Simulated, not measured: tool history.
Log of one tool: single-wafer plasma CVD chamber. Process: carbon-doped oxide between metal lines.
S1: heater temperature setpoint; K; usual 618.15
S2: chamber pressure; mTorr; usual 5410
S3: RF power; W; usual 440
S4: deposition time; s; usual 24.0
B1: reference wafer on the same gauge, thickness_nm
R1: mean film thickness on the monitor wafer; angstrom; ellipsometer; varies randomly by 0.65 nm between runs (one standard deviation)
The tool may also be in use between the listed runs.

Run 1, hour 0.0: usual settings but S3 510 W; B1 117.009. Result: R1 1302.95 angstrom.
Run 2, hour 32.8: usual settings; B1 117.113. Result: R1 1169.39 angstrom.
At hour 57.9: gauge calibrated.
Run 3, hour 137.6: usual settings; B1 117.004. Result: R1 1167.82 angstrom.
Run 4, hour 164.9: usual settings but S3 485 W; B1 116.916. Result: R1 1245.74 angstrom.
Run 5, hour 227.8: usual settings but S3 485 W; B1 116.979. Result: R1 1249.05 angstrom.
Run 6, hour 243.0: usual settings but S3 485 W; B1 117.025. Result: R1 1245.30 angstrom.
Run 7, hour 265.2: usual settings; B1 116.904. Result: R1 1162.45 angstrom.
Run 8, hour 291.1: usual settings; B1 117.032. Result: R1 1159.35 angstrom.
Run 9, hour 303.6: usual settings; B1 117.049. Result: R1 1156.01 angstrom.
Run 10, hour 319.6: usual settings; B1 117.059. Result: R1 1152.47 angstrom.
Run 11, hour 343.1: usual settings; B1 116.949. Result: R1 1158.24 angstrom.
At hour 364.8: capacitance manometer re-zeroed and calibrated.
Run 12, hour 366.4: usual settings; B1 116.927. Result: R1 1152.77 angstrom.
Run 13, hour 380.3: usual settings; B1 117.002. Result: R1 1146.19 angstrom.
Run 14, hour 402.8: usual settings but S3 510 W; B1 117.051. Result: R1 1286.40 angstrom.
Run 15, hour 426.4: usual settings but S4 27.0 s; B1 116.973. Result: R1 1293.79 angstrom.
Run 16, hour 448.0: usual settings but S3 485 W; B1 117.071. Result: R1 1238.31 angstrom.
Run 17, hour 477.8: usual settings but S2 4950 mTorr, S3 360 W, S4 26.4 s; B1 116.887. Result: R1 1054.62 angstrom.
At hour 501.4: showerhead replaced.
At hour 511.4: gauge calibrated.
At hour 537.7: RF generator calibrated.
Run 18, hour 544.4: usual settings but S2 4900 mTorr, S3 490 W, S4 22.1 s; B1 117.121. Result: R1 1180.69 angstrom.
Run 19, hour 566.6: usual settings but S3 360 W; B1 117.054. Result: R1 1019.60 angstrom.
At hour 585.3: thermocouple changed; heater temperature recalibrated.
Run 20, hour 586.4: usual settings; B1 117.036. Result: R1 1194.10 angstrom.
Run 21, hour 611.0: usual settings but S1 627.15 K, S3 525 W, S4 20.1 s; B1 117.051. Result: R1 1117.74 angstrom.
Run 22, hour 626.6: usual settings but S1 628.15 K, S4 22.3 s; B1 116.896. Result: R1 1085.44 angstrom.
Run 23, hour 662.5: usual settings but S2 4950 mTorr, S3 360 W, S4 26.4 s; B1 117.061. Result: R1 1085.57 angstrom.

The next listed run, before its measurement:
Run 24, hour 680.5: usual settings but S4 20.8 s; B1 ?. Result: R1 ?.

Run 24 yielded B1 116.964, R1 1045.40 angstrom.
With the hidden condition absent and the run-to-run variation left alone, this run would have shown R1 1070.33 angstrom.

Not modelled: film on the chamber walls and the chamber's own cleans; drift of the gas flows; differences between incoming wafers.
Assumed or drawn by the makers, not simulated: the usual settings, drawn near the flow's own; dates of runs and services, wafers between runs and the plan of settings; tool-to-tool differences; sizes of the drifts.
